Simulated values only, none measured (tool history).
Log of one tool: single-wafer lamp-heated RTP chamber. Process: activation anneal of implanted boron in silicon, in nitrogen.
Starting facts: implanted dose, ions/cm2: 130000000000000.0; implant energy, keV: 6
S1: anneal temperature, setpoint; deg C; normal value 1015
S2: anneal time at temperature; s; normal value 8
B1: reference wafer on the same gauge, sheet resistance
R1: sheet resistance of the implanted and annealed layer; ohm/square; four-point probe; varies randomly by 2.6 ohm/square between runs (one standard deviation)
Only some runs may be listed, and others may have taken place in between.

run 1 day=0.000 | S1=1015 S2=8 | B1=909.47 | R1=764.16
run 2 day=2.700 | S1=1015 S2=12 | B1=909.80 | R1=764.56
run 3 day=4.729 | S1=1015 S2=12 | B1=909.78 | R1=766.38
run 4 day=7.538 | S1=1015 S2=12 | B1=912.26 | R1=765.47
run 5 day=13.242 | S1=1015 S2=8 | B1=911.81 | R1=772.86
run 6 day=14.842 | S1=1015 S2=8 | B1=912.66 | R1=773.34
-- day=15.525 reflector plate cleaned
run 7 day=17.242 | S1=1015 S2=8 | B1=911.92 | R1=771.77
run 8 day=20.138 | S1=1015 S2=11 | B1=914.37 | R1=767.64
-- day=22.579 pyrometer window cleaned and pyrometer calibrated
run 9 day=28.142 | S1=1015 S2=11 | B1=916.29 | R1=772.20
run 10 day=30.221 | S1=1007 S2=10 | B1=917.29 | R1=779.71
run 11 day=31.317 | S1=1007 S2=10 | B1=917.69 | R1=773.39
run 12 day=39.000 | S1=1015 S2=8 | B1=920.37 | R1=780.71
run 13 day=41.583 | S1=1015 S2=8 | B1=922.19 | R1=777.65
run 14 day=44.138 | S1=1015 S2=8 | B1=922.82 | R1=783.09
-- day=46.683 gauge calibrated
run 15 day=47.021 | S1=1027 S2=4 | B1=896.86 | R1=758.85
-- day=48.850 pyrometer window cleaned and pyrometer calibrated
run 16 day=50.417 | S1=1024 S2=12 | B1=895.90 | R1=753.22
run 17 day=52.500 | S1=1001 S2=8 | B1=896.58 | R1=761.96
run 18 day=54.638 | S1=998 S2=4 | B1=897.21 | R1=764.56
-- day=56.250 reflector plate cleaned
run 19 day=56.642 | S1=1026 S2=6 | B1=895.95 | R1=756.58
run 20 day=59.362 | S1=991 S2=11 | B1=896.81 | R1=765.05
run 21 day=61.725 | S1=991 S2=5 | B1=897.36 | R1=766.57
run 22 day=64.492 | S1=1042 S2=4 | B1=897.02 | R1=754.39
run 23 day=66.171 | S1=1044 S2=11 | B1=896.63 | R1=752.30
-- day=68.750 pyrometer window cleaned and pyrometer calibrated
run 24 day=69.146 | S1=1000 S2=11 | B1=896.46 | R1=760.09
run 25 day=70.450 | S1=1015 S2=8 | B1=895.92 | R1=755.56
run 26 day=72.804 | S1=985 S2=8 | B1=896.85 | R1=765.58
run 27 day=74.062 | S1=1002 S2=6 | B1=897.68 | R1=758.40
run 28 day=75.708 | S1=1030 S2=7 | B1=897.73 | R1=754.81
run 29 day=77.650 | S1=1023 S2=8 | B1=897.49 | R1=760.67
run 30 day=80.512 | S1=1024 S2=12 | B1=898.30 | R1=753.48
run 31 day=82.333 | S1=994 S2=10 | B1=899.24 | R1=760.82
run 32 day=84.283 | S1=1028 S2=11 | B1=898.29 | R1=754.39
run 33 day=86.417 | S1=1015 S2=8 | B1=897.11 | R1=763.33
run 34 day=88.250 | S1=1015 S2=8 | B1=899.64 | R1=756.64
run 35 day=89.854 | S1=1015 S2=8 | B1=899.39 | R1=761.65
-- day=93.004 pyrometer window cleaned and pyrometer calibrated
run 36 day=93.025 | S1=1032 S2=4 | B1=900.81 | R1=758.96

Forecast each of these 4 alternatives for the next run:
run A day=93.042 | S1=1034 S2=8 | B1=? | R1=?
run B day=93.042 | S1=1043 S2=12 | B1=? | R1=?
run C day=93.042 | S1=1015 S2=4 | B1=? | R1=?
run D day=93.042 | S1=1025 S2=8 | B1=? | R1=?

run=A B1=899.87 R1=759.49
run=B B1=899.87 R1=757.58
run=C B1=899.87 R1=762.29
run=D B1=899.87 R1=759.93
Without the tool's hidden state the same runs would have given:
run=A R1=758.70
run=B R1=756.79
run=C R1=761.49
run=D R1=759.13
